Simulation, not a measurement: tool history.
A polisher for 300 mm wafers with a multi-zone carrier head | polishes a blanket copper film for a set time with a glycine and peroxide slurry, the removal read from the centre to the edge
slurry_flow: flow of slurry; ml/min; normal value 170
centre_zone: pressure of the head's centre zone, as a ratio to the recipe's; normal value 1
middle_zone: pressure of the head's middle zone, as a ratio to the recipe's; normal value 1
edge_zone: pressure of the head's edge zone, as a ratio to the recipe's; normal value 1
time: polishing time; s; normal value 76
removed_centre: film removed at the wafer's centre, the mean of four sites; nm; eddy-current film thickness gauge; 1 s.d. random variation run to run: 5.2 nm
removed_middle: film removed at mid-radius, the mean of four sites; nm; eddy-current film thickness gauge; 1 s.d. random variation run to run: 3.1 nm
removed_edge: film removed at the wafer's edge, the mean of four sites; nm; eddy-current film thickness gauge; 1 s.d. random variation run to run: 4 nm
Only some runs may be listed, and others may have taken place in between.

run     day  slurry_flow  centre_zone  middle_zone  edge_zone  time  incoming thickness of the incoming film, nm  removed_centre  removed_middle  removed_edge
  1       0          170            1            1          1    76                                       1295.5           518.9           509.5         511.9
      0.179  -- slurry nozzle cleaned
      0.317  -- worn pad replaced by a new one
      0.483  -- centre zone pressure recalibrated
  2   0.504          170            1            1          1    76                                       1277.2           505.1           509.3         509.1
        1.1  -- carrier head's membrane replaced by a new one
  3   1.188          155            1            1          1    85                                       1282.5           548.7           560.2         562.6
  4   1.692          170            1            1          1    76                                         1293             502           509.2         515.7
  5   2.383          170            1            1          1    76                                       1276.7           509.3           507.6         518.9
  6   2.638          170            1         0.93          1    76                                         1300           501.9           486.6         506.6
  7   3.333          170            1            1          1    85                                       1311.6           571.6           575.4         571.7
  8   3.996          115         0.97            1          1    76                                       1284.6           445.8           465.3         487.5
  9   4.558          170            1         0.94          1    76                                       1276.8           508.4           497.2         509.4
 10   5.304          170         1.07            1       1.09    49                                       1296.6           347.8           326.7         343.3
 11    5.75          115         1.05         0.94          1    76                                       1279.6           473.3           446.2           483
      5.933  -- edge zone pressure recalibrated
      6.204  -- worn pad replaced by a new one
 12   6.475          170            1            1          1    84                                       1297.7           567.1           565.2         571.4
 13   6.908          170         0.93            1          1    76                                       1287.6             471           508.9         510.5
 14   7.342          170            1            1          1    76                                         1277             521           512.3         506.7
 15   7.783          170         1.09         1.05        1.1    88                                       1276.5           641.7           611.5         621.7
 16   8.329          215            1         0.91          1    76                                       1296.2           537.1           506.2         523.4
 17    9.05          170            1            1          1    76                                       1283.3           507.2           510.9         502.7
 18   9.617          130         0.91            1          1    98                                         1278           559.9           617.9         634.6
 19  10.154          170            1            1       1.12    98                                       1294.8           655.3           651.7         692.6
 20  10.404          170            1            1        1.1    76                                       1291.1           512.8           510.2         536.7
 21  11.092          170         0.88            1          1    76                                       1292.7           440.6             506           517
 22  11.788          170            1            1          1    76                                       1283.2           516.9           512.8         512.4

Consider 4 possible next runs. They are alternatives, not a sequence: every one starts from the tool as it was left by run 22. What does each give?
  A  11.804          170            1            1          1    76                                       1264.6               ?               ?             ?
  B  11.804          170            1            1       0.94    76                                       1264.6               ?               ?             ?
  C  11.804          170         0.96            1       0.91    76                                       1264.6               ?               ?             ?
  D  11.804          220            1            1       0.93    76                                       1264.6               ?               ?             ?

run  removed_centre  removed_middle  removed_edge
  A           502.4           505.2         512.6
  B           502.4           505.2         499.7
  C           482.2           505.4         493.3
  D           526.4           526.7         513.2
Had the tool no hidden state, the same runs would have come out as:
run  removed_centre  removed_middle  removed_edge
  A           502.4           505.2         512.6
  B           502.4           505.2         499.7
  C           482.2           505.4         493.3
  D           526.4           526.7         513.2
